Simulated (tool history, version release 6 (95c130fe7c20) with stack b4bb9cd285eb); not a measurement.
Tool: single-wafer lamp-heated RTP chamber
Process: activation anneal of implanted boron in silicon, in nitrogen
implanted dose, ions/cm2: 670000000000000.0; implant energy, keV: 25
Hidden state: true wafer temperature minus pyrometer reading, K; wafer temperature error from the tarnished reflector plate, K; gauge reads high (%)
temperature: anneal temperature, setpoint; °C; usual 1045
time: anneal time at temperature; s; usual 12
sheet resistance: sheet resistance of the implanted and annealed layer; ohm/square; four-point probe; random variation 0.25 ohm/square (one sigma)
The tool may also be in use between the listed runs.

run    hour  temperature  time  wafers since the last listed run  wafers since the last pyrometer calibration  wafers since the reflector plate was cleaned  hours since the gauge calibration  read-back reference wafer on the same gauge, sheet resistance  sheet resistance
  1       0         1045    12                                 0                                          436                                          4693                             1577.7                                                          164.5            168.07
  2   100.9         1045    12                               994                                         1430                                          5687                             1678.6                                                         164.56            167.72
        138  -- reflector plate cleaned
  3     158         1045    12                               483                                         1914                                           197                             1735.7                                                         164.58            167.94
  4   241.9         1045    12                               826                                         2741                                          1024                             1819.6                                                         164.59            167.71
  5   329.3         1045    12                               861                                         3603                                          1885                               1907                                                         164.67            167.82
  6   370.2         1045    12                               403                                         4006                                          2288                             1947.9                                                         164.64            168.18
      433.9  -- pyrometer window cleaned and pyrometer calibrated
  7     470         1045    12                               904                                          355                                          3193                             2047.7                                                         164.72            168.07
  8   511.9         1045    12                               412                                          768                                          3606                             2089.6                                                         164.68            167.54
      811.4  -- reflector plate cleaned
  9   811.9         1062    12                              2878                                         3646                                             5                             2389.6                                                          164.8            167.16
      838.8  -- pyrometer window cleaned and pyrometer calibrated
 10   844.2         1062    12                               239                                           53                                           244                             2421.9                                                         164.78            167.76
 11   913.4         1045    12                               682                                          735                                           926                             2491.1                                                         164.82            167.96
 12     965         1045    12                               508                                         1244                                          1435                             2542.7                                                         164.77            168.71
     1042.7  -- gauge calibrated
 13  1059.2         1045    12                               928                                         2172                                          2364                               16.5                                                         161.88            164.75
 14  1160.1         1062    15                               994                                         3167                                          3358                              117.4                                                         162.21            164.38
     1250.8  -- pyrometer window cleaned and pyrometer calibrated
 15  1261.9         1054     9                               924                                          109                                          4283                              219.2                                                         162.48            166.15
 16  1321.9         1045    12                               591                                          700                                          4874                              279.2                                                         162.62            165.92
 17  1366.6         1045    12                               440                                         1141                                          5315                              323.9                                                         162.79            165.99
     1409.2  -- reflector plate cleaned
 18  1425.7         1031    10                               503                                         1644                                           162                                383                                                         162.95            167.34
 19  1512.3         1063    18                               853                                         2498                                          1016                              469.6                                                         163.04            164.42
 20  1618.3         1045     8                              1044                                         3543                                          2060                              575.6                                                         163.33            166.61
     1646.8  -- pyrometer window cleaned and pyrometer calibrated
 21  1724.2         1016    12                               964                                          762                                          3025                              681.5                                                         163.43            169.73
 22  1801.2         1045    12                               758                                         1521                                          3784                              758.5                                                         163.55            166.96
 23  1874.8         1064    10                               725                                         2247                                          4510                              832.1                                                         163.63            166.39
 24  1950.3         1045    12                               744                                         2991                                          5254                              907.6                                                         163.78            167.16
 25  2016.7         1070    18                               654                                         3645                                          5908                                974                                                          163.8            165.36
 26  2067.7         1045    12                               502                                         4148                                          6411                               1025                                                         163.93            167.75
     2136.7  -- pyrometer window cleaned and pyrometer calibrated
       2142  -- reflector plate cleaned
 27  2142.5         1019     7                               605                                            4                                             4                             1099.8                                                         163.98            170.78
 28  2229.6         1073     7                               858                                          863                                           863                             1186.9                                                         164.02            166.51

The same runs without the tool's hidden state, with the same run-to-run variation:
run  sheet resistance
  1             165.5
  2             165.1
  3             165.3
  4            165.04
  5            165.11
  6            165.46
  7            165.32
  8            164.78
  9            164.34
 10            164.92
 11             165.1
 12            165.84
 13            164.89
 14            164.18
 15            165.64
 16            165.26
 17            165.22
 18            166.43
 19            163.34
 20            165.31
 21            168.23
 22            165.37
 23            164.71
 24            165.37
 25            163.52
 26            165.82
 27            168.75
 28            164.45
